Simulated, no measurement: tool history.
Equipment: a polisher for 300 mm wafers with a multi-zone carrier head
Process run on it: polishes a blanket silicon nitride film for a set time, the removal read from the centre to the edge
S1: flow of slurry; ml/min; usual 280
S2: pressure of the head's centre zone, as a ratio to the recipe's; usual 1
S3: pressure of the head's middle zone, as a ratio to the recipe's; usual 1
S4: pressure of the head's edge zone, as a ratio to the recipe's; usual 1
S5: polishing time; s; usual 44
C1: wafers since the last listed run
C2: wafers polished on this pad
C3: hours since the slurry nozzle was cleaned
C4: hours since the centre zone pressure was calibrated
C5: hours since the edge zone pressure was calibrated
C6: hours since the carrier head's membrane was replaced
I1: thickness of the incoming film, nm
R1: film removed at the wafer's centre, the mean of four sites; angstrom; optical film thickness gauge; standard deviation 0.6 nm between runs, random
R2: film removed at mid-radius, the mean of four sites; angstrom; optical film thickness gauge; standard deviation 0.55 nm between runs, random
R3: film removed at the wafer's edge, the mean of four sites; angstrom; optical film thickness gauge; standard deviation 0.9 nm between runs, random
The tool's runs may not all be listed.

run 1 day=0 | S1=280 S2=1 S3=1 S4=1 S5=44 | C1=0 C2=2368 C3=89.1 C4=387.2 C5=75.6 C6=1012.8 | I1=719.4 | R1=769 R2=810 R3=844
-- day=0.921 worn pad replaced by a new one
run 2 day=1.279 | S1=280 S2=1 S3=1 S4=1 S5=44 | C1=228 C2=74 C3=119.8 C4=417.9 C5=106.3 C6=1043.5 | I1=724.1 | R1=759 R2=812 R3=811
run 3 day=3.571 | S1=280 S2=1 S3=1 S4=1 S5=44 | C1=470 C2=544 C3=174.8 C4=472.9 C5=161.3 C6=1098.5 | I1=723.9 | R1=764 R2=806 R3=809
run 4 day=5.358 | S1=280 S2=1 S3=1 S4=1 S5=44 | C1=367 C2=912 C3=217.7 C4=515.8 C5=204.2 C6=1141.4 | I1=732.4 | R1=763 R2=821 R3=813
run 5 day=7.383 | S1=280 S2=1 S3=1 S4=1 S5=44 | C1=416 C2=1328 C3=266.3 C4=564.4 C5=252.8 C6=1190 | I1=725.9 | R1=764 R2=804 R3=804
run 6 day=10.05 | S1=280 S2=1 S3=1 S4=1 S5=32 | C1=547 C2=1876 C3=330.3 C4=628.4 C5=316.8 C6=1254 | I1=745 | R1=554 R2=591 R3=596
run 7 day=12.538 | S1=280 S2=1 S3=1 S4=1 S5=44 | C1=511 C2=2387 C3=390 C4=688.1 C5=376.5 C6=1313.7 | I1=721.2 | R1=753 R2=805 R3=828
-- day=13.754 worn pad replaced by a new one
run 8 day=15.121 | S1=280 S2=1 S3=1 S4=1 S5=44 | C1=496 C2=280 C3=452 C4=750.1 C5=438.5 C6=1375.7 | I1=730.3 | R1=754 R2=812 R3=830
-- day=15.2 slurry nozzle cleaned
run 9 day=16.979 | S1=305 S2=1 S3=0.94 S4=1 S5=44 | C1=373 C2=653 C3=42.7 C4=794.7 C5=483.1 C6=1420.3 | I1=735.1 | R1=759 R2=782 R3=832
run 10 day=17.983 | S1=280 S2=1 S3=1 S4=1 S5=54 | C1=206 C2=860 C3=66.8 C4=818.8 C5=507.2 C6=1444.4 | I1=730.1 | R1=929 R2=1005 R3=982
run 11 day=19.142 | S1=280 S2=1 S3=1 S4=1 S5=44 | C1=238 C2=1098 C3=94.6 C4=846.6 C5=535 C6=1472.2 | I1=733.7 | R1=755 R2=810 R3=807
-- day=20.742 edge zone pressure recalibrated
run 12 day=20.762 | S1=280 S2=1 S3=1 S4=1 S5=44 | C1=315 C2=1414 C3=133.5 C4=885.5 C5=0.5 C6=1511.1 | I1=730.6 | R1=753 R2=813 R3=821
-- day=21.533 carrier head's membrane replaced by a new one
run 13 day=23.342 | S1=320 S2=1 S3=1 S4=1 S5=53 | C1=487 C2=1901 C3=195.4 C4=947.4 C5=62.4 C6=43.4 | I1=739.9 | R1=903 R2=979 R3=987
-- day=23.792 centre zone pressure recalibrated
run 14 day=25.512 | S1=280 S2=1 S3=1 S4=1 S5=44 | C1=428 C2=2330 C3=247.5 C4=41.3 C5=114.5 C6=95.5 | I1=717.5 | R1=789 R2=807 R3=810
-- day=27.008 worn pad replaced by a new one
run 15 day=28.396 | S1=280 S2=1.07 S3=1 S4=0.92 S5=44 | C1=558 C2=285 C3=316.7 C4=110.5 C5=183.7 C6=164.7 | I1=740.7 | R1=836 R2=807 R3=794
run 16 day=30.404 | S1=245 S2=0.89 S3=0.9 S4=0.94 S5=44 | C1=412 C2=697 C3=364.9 C4=158.7 C5=231.9 C6=212.9 | I1=726 | R1=696 R2=737 R3=797
run 17 day=33.146 | S1=195 S2=1 S3=0.94 S4=1 S5=44 | C1=563 C2=1261 C3=430.7 C4=224.5 C5=297.7 C6=278.7 | I1=729.9 | R1=744 R2=750 R3=800
-- day=34.033 slurry nozzle cleaned
run 18 day=34.279 | S1=360 S2=0.97 S3=1 S4=1.03 S5=44 | C1=224 C2=1485 C3=5.9 C4=251.7 C5=324.9 C6=305.9 | I1=713.8 | R1=763 R2=818 R3=846
run 19 day=35.612 | S1=205 S2=1 S3=1.05 S4=1.04 S5=34 | C1=273 C2=1759 C3=37.9 C4=283.7 C5=356.9 C6=337.9 | I1=732.9 | R1=576 R2=629 R3=628
run 20 day=38.542 | S1=280 S2=1.05 S3=1.12 S4=1.05 S5=36 | C1=601 C2=2361 C3=108.2 C4=354 C5=427.2 C6=408.2 | I1=734.3 | R1=646 R2=728 R3=707
-- day=38.725 worn pad replaced by a new one
run 21 day=40.762 | S1=185 S2=1.1 S3=1 S4=1.05 S5=37 | C1=422 C2=418 C3=161.5 C4=407.3 C5=480.5 C6=461.5 | I1=726.4 | R1=660 R2=656 R3=673

Here are 5 independent what-if runs from the current tool condition. What would each one return?
run A day=40.779 | S1=280 S2=1 S3=1 S4=1 S5=44 | C1=3 C2=421 C3=161.9 C4=407.7 C5=480.9 C6=461.9 | I1=721.5 | R1=? R2=? R3=?
run B day=40.779 | S1=280 S2=1 S3=1.12 S4=1 S5=52 | C1=3 C2=421 C3=161.9 C4=407.7 C5=480.9 C6=461.9 | I1=721.5 | R1=? R2=? R3=?
run C day=40.779 | S1=280 S2=1.11 S3=1.1 S4=1.04 S5=52 | C1=3 C2=421 C3=161.9 C4=407.7 C5=480.9 C6=461.9 | I1=721.5 | R1=? R2=? R3=?
run D day=40.779 | S1=320 S2=1 S3=1 S4=1 S5=44 | C1=3 C2=421 C3=161.9 C4=407.7 C5=480.9 C6=461.9 | I1=721.5 | R1=? R2=? R3=?
run E day=40.779 | S1=355 S2=0.93 S3=0.91 S4=1 S5=54 | C1=3 C2=421 C3=161.9 C4=407.7 C5=480.9 C6=461.9 | I1=721.5 | R1=? R2=? R3=?

run=A R1=758 R2=803 R3=837
run=B R1=896 R2=1046 R3=987
run=C R1=977 R2=1029 R3=1006
run=D R1=767 R2=812 R3=844
run=E R1=894 R2=929 R3=1043
Without the tool's unlogged condition, the same runs would have read:
run=A R1=821 R2=803 R3=837
run=B R1=971 R2=1045 R3=987
run=C R1=1059 R2=1029 R3=1006
run=D R1=831 R2=812 R3=844
run=E R1=969 R2=928 R3=1043
